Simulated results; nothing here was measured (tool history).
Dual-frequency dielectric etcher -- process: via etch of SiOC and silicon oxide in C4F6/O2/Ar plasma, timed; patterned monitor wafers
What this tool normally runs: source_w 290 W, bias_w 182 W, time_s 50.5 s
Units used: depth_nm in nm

run,hour,source_w,bias_w,time_s,"read-back reference wafer on the same gauge, depth_nm",depth_nm
1,0,290,182,50.5,44.3,53.7
2,45.5,290,182,50.5,44.3,54
3,101.8,290,207,50.5,44.3,56
4,160.4,290,182,50.5,44.3,54.1
5,199.1,290,182,50.5,44.3,54.5
# hour 221.6: gauge calibrated
# hour 238.2: upper electrode replaced
6,242,290,182,50.5,44.3,54.2
7,290.9,310,182,50.5,44.3,56.3
# hour 316.8: source power generator calibrated
8,322.3,340,216,37,44.4,44.8
# hour 361.9: bias power generator calibrated
# hour 372.4: wet clean of the chamber
9,372.9,330,204,63.5,44.3,73.7
10,422.4,250,217,50.5,44.3,52.5
11,458.4,290,182,50.5,44.3,53.9
12,485,290,166,41,44.3,43
13,522.4,220,157,45,44.3,40.7
# hour 544.7: gauge calibrated
14,554.4,350,208,59.5,44.3,71.9

Predict each of these 3 candidate next runs independently; none follows another, all start after run 14:
A,554.8,290,182,50.5,?,?
B,554.8,290,168,55.5,?,?
C,554.8,260,221,57.5,?,?

run,"read-back reference wafer on the same gauge, depth_nm",depth_nm
A,44.3,54.1
B,44.3,58.3
C,44.3,61.5
The same runs, with their run-to-run variation unchanged, on a tool lacking any hidden condition would have given:
run,depth_nm
A,53.7
B,57.9
C,61.1
